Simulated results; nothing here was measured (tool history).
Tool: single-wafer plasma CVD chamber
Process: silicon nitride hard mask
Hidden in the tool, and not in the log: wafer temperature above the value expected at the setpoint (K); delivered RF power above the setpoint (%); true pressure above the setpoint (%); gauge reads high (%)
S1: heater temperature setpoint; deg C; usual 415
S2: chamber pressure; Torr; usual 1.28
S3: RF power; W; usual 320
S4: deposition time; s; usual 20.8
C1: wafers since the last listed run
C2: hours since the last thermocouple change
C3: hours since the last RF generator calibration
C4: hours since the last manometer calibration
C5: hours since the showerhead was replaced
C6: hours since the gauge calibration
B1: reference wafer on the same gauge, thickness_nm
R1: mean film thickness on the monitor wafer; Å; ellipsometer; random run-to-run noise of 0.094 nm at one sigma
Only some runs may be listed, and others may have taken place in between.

run 1 hour=0 | S1=415 S2=1.28 S3=320 S4=20.8 | C1=0 C2=2002.5 C3=552.2 C4=516.5 C5=4571.8 C6=616.4 | B1=20.903 | R1=248.87
run 2 hour=97.9 | S1=415 S2=1.28 S3=320 S4=20.8 | C1=2236 C2=2100.4 C3=650.1 C4=614.4 C5=4669.7 C6=714.3 | B1=20.883 | R1=247.83
run 3 hour=203.6 | S1=415 S2=1.17 S3=320 S4=20.8 | C1=2415 C2=2206.1 C3=755.8 C4=720.1 C5=4775.4 C6=820 | B1=20.907 | R1=241.78
run 4 hour=245.7 | S1=415 S2=1.17 S3=320 S4=20.8 | C1=961 C2=2248.2 C3=797.9 C4=762.2 C5=4817.5 C6=862.1 | B1=20.905 | R1=240.95
run 5 hour=327.7 | S1=415 S2=1.28 S3=320 S4=20.8 | C1=1873 C2=2330.2 C3=879.9 C4=844.2 C5=4899.5 C6=944.1 | B1=20.911 | R1=249.84
run 6 hour=409.1 | S1=415 S2=1.28 S3=320 S4=20.8 | C1=1859 C2=2411.6 C3=961.3 C4=925.6 C5=4980.9 C6=1025.5 | B1=20.915 | R1=247.68
-- hour=444.7 showerhead replaced
run 7 hour=513.9 | S1=415 S2=1.28 S3=320 S4=20.8 | C1=2211 C2=2516.4 C3=1066.1 C4=1030.4 C5=69.2 C6=1130.3 | B1=20.89 | R1=249.39
run 8 hour=561.9 | S1=415 S2=1.28 S3=320 S4=20.8 | C1=1096 C2=2564.4 C3=1114.1 C4=1078.4 C5=117.2 C6=1178.3 | B1=20.891 | R1=246.77
run 9 hour=607.5 | S1=415 S2=1.28 S3=320 S4=20.8 | C1=1041 C2=2610 C3=1159.7 C4=1124 C5=162.8 C6=1223.9 | B1=20.912 | R1=249.14
run 10 hour=679.7 | S1=415 S2=1.28 S3=320 S4=20.8 | C1=1649 C2=2682.2 C3=1231.9 C4=1196.2 C5=235 C6=1296.1 | B1=20.906 | R1=247.66
-- hour=689.6 thermocouple changed; heater temperature recalibrated
-- hour=726.9 gauge calibrated
-- hour=933 capacitance manometer re-zeroed and calibrated
run 11 hour=933.5 | S1=415 S2=1.05 S3=320 S4=20.8 | C1=5433 C2=243.9 C3=1485.7 C4=0.5 C5=488.8 C6=206.6 | B1=20.893 | R1=226.82
run 12 hour=977.1 | S1=415 S2=1.28 S3=320 S4=20.8 | C1=996 C2=287.5 C3=1529.3 C4=44.1 C5=532.4 C6=250.2 | B1=20.868 | R1=243.02
run 13 hour=1019 | S1=415 S2=1.28 S3=320 S4=20.8 | C1=957 C2=329.4 C3=1571.2 C4=86 C5=574.3 C6=292.1 | B1=20.903 | R1=243.69
run 14 hour=1088.3 | S1=415 S2=1.13 S3=355 S4=22.6 | C1=1583 C2=398.7 C3=1640.5 C4=155.3 C5=643.6 C6=361.4 | B1=20.892 | R1=262.52
run 15 hour=1154.2 | S1=415 S2=1.28 S3=320 S4=20.8 | C1=1505 C2=464.6 C3=1706.4 C4=221.2 C5=709.5 C6=427.3 | B1=20.886 | R1=241.52
-- hour=1239.9 RF generator calibrated
run 16 hour=1240.4 | S1=420 S2=1.28 S3=320 S4=20.8 | C1=1786 C2=550.8 C3=0.5 C4=307.4 C5=795.7 C6=513.5 | B1=20.884 | R1=248.21
run 17 hour=1285.8 | S1=415 S2=1.28 S3=365 S4=20.8 | C1=1037 C2=596.2 C3=45.9 C4=352.8 C5=841.1 C6=558.9 | B1=20.898 | R1=262.74
run 18 hour=1385.5 | S1=424 S2=1.28 S3=355 S4=20.8 | C1=2278 C2=695.9 C3=145.6 C4=452.5 C5=940.8 C6=658.6 | B1=20.897 | R1=258.79
run 19 hour=1441.7 | S1=415 S2=1.28 S3=320 S4=20.8 | C1=1284 C2=752.1 C3=201.8 C4=508.7 C5=997 C6=714.8 | B1=20.904 | R1=247.8
run 20 hour=1523.5 | S1=401 S2=1.28 S3=270 S4=20.8 | C1=1869 C2=833.9 C3=283.6 C4=590.5 C5=1078.8 C6=796.6 | B1=20.908 | R1=232.42
run 21 hour=1597.5 | S1=430 S2=1.08 S3=355 S4=20.8 | C1=1690 C2=907.9 C3=357.6 C4=664.5 C5=1152.8 C6=870.6 | B1=20.873 | R1=243.2
run 22 hour=1634.8 | S1=405 S2=1.05 S3=370 S4=20.8 | C1=852 C2=945.2 C3=394.9 C4=701.8 C5=1190.1 C6=907.9 | B1=20.897 | R1=248.92
run 23 hour=1718.7 | S1=415 S2=1.28 S3=320 S4=23.2 | C1=1916 C2=1029.1 C3=478.8 C4=785.7 C5=1274 C6=991.8 | B1=20.898 | R1=278.27
run 24 hour=1803.8 | S1=415 S2=1.28 S3=320 S4=20.8 | C1=1944 C2=1114.2 C3=563.9 C4=870.8 C5=1359.1 C6=1076.9 | B1=20.897 | R1=248.52
run 25 hour=1843.6 | S1=404 S2=1.28 S3=320 S4=20.8 | C1=909 C2=1154 C3=603.7 C4=910.6 C5=1398.9 C6=1116.7 | B1=20.907 | R1=251.83
run 26 hour=1906 | S1=415 S2=1.28 S3=355 S4=22.2 | C1=1425 C2=1216.4 C3=666.1 C4=973 C5=1461.3 C6=1179.1 | B1=20.892 | R1=278.62
run 27 hour=1967.7 | S1=415 S2=1.28 S3=295 S4=22.1 | C1=1409 C2=1278.1 C3=727.8 C4=1034.7 C5=1523 C6=1240.8 | B1=20.899 | R1=256.6
run 28 hour=2026 | S1=415 S2=1.58 S3=320 S4=20.8 | C1=1332 C2=1336.4 C3=786.1 C4=1093 C5=1581.3 C6=1299.1 | B1=20.905 | R1=265.32

Here are 4 independent what-if runs from the current tool condition. What would each one return?
run A hour=2026.4 | S1=415 S2=1 S3=320 S4=20.8 | C1=9 C2=1336.8 C3=786.5 C4=1093.4 C5=1581.7 C6=1299.5 | B1=? | R1=?
run B hour=2026.4 | S1=407 S2=1.28 S3=320 S4=18.7 | C1=9 C2=1336.8 C3=786.5 C4=1093.4 C5=1581.7 C6=1299.5 | B1=? | R1=?
run C hour=2026.4 | S1=423 S2=1.47 S3=370 S4=20.8 | C1=9 C2=1336.8 C3=786.5 C4=1093.4 C5=1581.7 C6=1299.5 | B1=? | R1=?
run D hour=2026.4 | S1=429 S2=1.54 S3=380 S4=23.2 | C1=9 C2=1336.8 C3=786.5 C4=1093.4 C5=1581.7 C6=1299.5 | B1=? | R1=?

run=A B1=20.891 R1=228.54
run=B B1=20.891 R1=224.03
run=C B1=20.891 R1=274.98
run=D B1=20.891 R1=313.81
What these runs would have given with no unlogged condition in the tool:
run=A R1=225.89
run=B R1=221.77
run=C R1=272.41
run=D R1=310.91
